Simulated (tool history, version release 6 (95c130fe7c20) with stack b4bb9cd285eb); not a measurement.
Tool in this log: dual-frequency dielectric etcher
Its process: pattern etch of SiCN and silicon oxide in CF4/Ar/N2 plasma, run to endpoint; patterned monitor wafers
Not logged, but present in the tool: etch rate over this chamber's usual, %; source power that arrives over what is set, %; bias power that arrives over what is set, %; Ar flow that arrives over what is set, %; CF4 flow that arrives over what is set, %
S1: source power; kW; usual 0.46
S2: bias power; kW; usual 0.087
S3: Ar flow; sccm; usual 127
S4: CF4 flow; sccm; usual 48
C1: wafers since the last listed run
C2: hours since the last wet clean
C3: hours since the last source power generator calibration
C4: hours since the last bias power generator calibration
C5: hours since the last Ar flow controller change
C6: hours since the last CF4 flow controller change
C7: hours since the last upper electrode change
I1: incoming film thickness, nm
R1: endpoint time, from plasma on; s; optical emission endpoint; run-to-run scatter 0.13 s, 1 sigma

Run 1, hour 0: usual settings; C1 0; C2 350.5; C3 1795.5; C4 2418.2; C5 2785.8; C6 4549.7; C7 2311.5; I1 12.85. Result: R1 16.1 s.
Run 2, hour 41.3: usual settings; C1 942; C2 391.8; C3 1836.8; C4 2459.5; C5 2827.1; C6 4591; C7 2352.8; I1 12.76. Result: R1 16 s.
Run 3, hour 71.5: usual settings; C1 689; C2 422; C3 1867; C4 2489.7; C5 2857.3; C6 4621.2; C7 2383; I1 12.85. Result: R1 16 s.
Run 4, hour 135.6: usual settings; C1 1463; C2 486.1; C3 1931.1; C4 2553.8; C5 2921.4; C6 4685.3; C7 2447.1; I1 12.8. Result: R1 16 s.
Run 5, hour 170.7: usual settings; C1 801; C2 521.2; C3 1966.2; C4 2588.9; C5 2956.5; C6 4720.4; C7 2482.2; I1 12.83. Result: R1 16.2 s.
At hour 219.3: Ar flow controller replaced.
Run 6, hour 219.8: usual settings; C1 983; C2 570.3; C3 2015.3; C4 2638; C5 0.5; C6 4769.5; C7 2531.3; I1 12.7. Result: R1 16.2 s.
At hour 230.8: bias power generator calibrated.
At hour 260.8: wet clean of the chamber.
Run 7, hour 261.3: usual settings; C1 308; C2 0.5; C3 2056.8; C4 30.5; C5 42; C6 4811; C7 2572.8; I1 12.81. Result: R1 15.3 s.
At hour 304.9: CF4 flow controller replaced.
At hour 309.1: source power generator calibrated.
Run 8, hour 317.2: usual settings; C1 1047; C2 56.4; C3 8.1; C4 86.4; C5 97.9; C6 12.3; C7 2628.7; I1 12.78. Result: R1 15.1 s.

Run 9 is up next; what results do you expect?
Run 9, hour 383.3: usual settings but S3 111 sccm, S4 36 sccm; C1 1508; C2 122.5; C3 74.2; C4 152.5; C5 164; C6 78.4; C7 2694.8; I1 12.79. Result: R1 ?.

R1: 16.4 s
With the hidden condition absent and the run-to-run variation left alone, this run would have shown R1 16.2 s.
